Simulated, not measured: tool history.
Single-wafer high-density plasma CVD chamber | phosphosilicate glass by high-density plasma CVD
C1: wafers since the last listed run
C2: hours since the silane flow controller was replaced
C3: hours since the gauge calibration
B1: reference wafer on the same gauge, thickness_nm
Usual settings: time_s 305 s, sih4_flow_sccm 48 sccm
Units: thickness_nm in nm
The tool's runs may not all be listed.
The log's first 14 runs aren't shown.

Run 15, hour 216.1: usual settings; C1 44; C2 8.2; C3 284.7; B1 1532.542. Result: thickness_nm 1489.880 nm.
Run 16, hour 231.1: usual settings but time_s 283 s; C1 90; C2 23.2; C3 299.7; B1 1532.691. Result: thickness_nm 1378.505 nm.
Run 17, hour 242.8: usual settings but time_s 283 s; C1 70; C2 34.9; C3 311.4; B1 1533.456. Result: thickness_nm 1381.243 nm.
Run 18, hour 255.6: usual settings but time_s 347 s, sih4_flow_sccm 54 sccm; C1 77; C2 47.7; C3 324.2; B1 1532.692. Result: thickness_nm 1857.529 nm.
Run 19, hour 268.0: usual settings but time_s 323 s; C1 74; C2 60.1; C3 336.6; B1 1533.956. Result: thickness_nm 1574.138 nm.
Run 20, hour 282.9: usual settings but time_s 328 s, sih4_flow_sccm 45 sccm; C1 90; C2 75.0; C3 351.5; B1 1533.244. Result: thickness_nm 1520.055 nm.
At hour 295.0: gauge calibrated.
Run 21, hour 298.3: usual settings but sih4_flow_sccm 57 sccm; C1 93; C2 90.4; C3 3.3; B1 1520.689. Result: thickness_nm 1695.228 nm.
Run 22, hour 314.3: usual settings but time_s 324 s, sih4_flow_sccm 39 sccm; C1 96; C2 106.4; C3 19.3; B1 1522.824. Result: thickness_nm 1337.431 nm.
Run 23, hour 331.4: usual settings but sih4_flow_sccm 42 sccm; C1 103; C2 123.5; C3 36.4; B1 1523.972. Result: thickness_nm 1333.731 nm.
Run 24, hour 342.9: usual settings; C1 69; C2 135.0; C3 47.9; B1 1524.838. Result: thickness_nm 1476.619 nm.
Run 25, hour 353.2: usual settings but time_s 263 s, sih4_flow_sccm 56 sccm; C1 62; C2 145.3; C3 58.2; B1 1525.680. Result: thickness_nm 1442.316 nm.
Run 26, hour 367.8: usual settings; C1 88; C2 159.9; C3 72.8; B1 1526.250. Result: thickness_nm 1478.401 nm.
Run 27, hour 382.0: usual settings; C1 85; C2 174.1; C3 87.0; B1 1527.829. Result: thickness_nm 1478.122 nm.
Run 28, hour 398.9: usual settings but time_s 335 s, sih4_flow_sccm 56 sccm; C1 102; C2 191.0; C3 103.9; B1 1528.484. Result: thickness_nm 1843.518 nm.
Run 29, hour 410.0: usual settings; C1 67; C2 202.1; C3 115.0; B1 1528.346. Result: thickness_nm 1481.145 nm.
Run 30, hour 420.8: usual settings but time_s 355 s, sih4_flow_sccm 54 sccm; C1 65; C2 212.9; C3 125.8; B1 1529.212. Result: thickness_nm 1894.485 nm.
Run 31, hour 427.0: usual settings but time_s 327 s, sih4_flow_sccm 41 sccm; C1 37; C2 219.1; C3 132.0; B1 1530.097. Result: thickness_nm 1403.871 nm.
Run 32, hour 443.8: usual settings; C1 101; C2 235.9; C3 148.8; B1 1530.380. Result: thickness_nm 1484.737 nm.
Run 33, hour 459.6: usual settings but time_s 258 s; C1 95; C2 251.7; C3 164.6; B1 1530.548. Result: thickness_nm 1255.083 nm.
Run 34, hour 475.7: usual settings but time_s 245 s, sih4_flow_sccm 56 sccm; C1 97; C2 267.8; C3 180.7; B1 1531.089. Result: thickness_nm 1346.152 nm.

Forecast each of these 4 alternatives for the next run:
Run A, hour 476.2: usual settings; C1 3; C2 268.3; C3 181.2; B1 ?. Result: thickness_nm ?.
Run B, hour 476.2: usual settings but time_s 250 s, sih4_flow_sccm 56 sccm; C1 3; C2 268.3; C3 181.2; B1 ?. Result: thickness_nm ?.
Run C, hour 476.2: usual settings but time_s 348 s, sih4_flow_sccm 53 sccm; C1 3; C2 268.3; C3 181.2; B1 ?. Result: thickness_nm ?.
Run D, hour 476.2: usual settings but time_s 251 s, sih4_flow_sccm 42 sccm; C1 3; C2 268.3; C3 181.2; B1 ?. Result: thickness_nm ?.

run        B1  thickness_nm
  A  1531.742      1483.656
  B  1531.742      1376.609
  C  1531.742      1832.460
  D  1531.742      1100.121
Without the tool's hidden state the same runs would have given:
run  thickness_nm
  A      1472.805
  B      1366.541
  C      1819.058
  D      1092.075
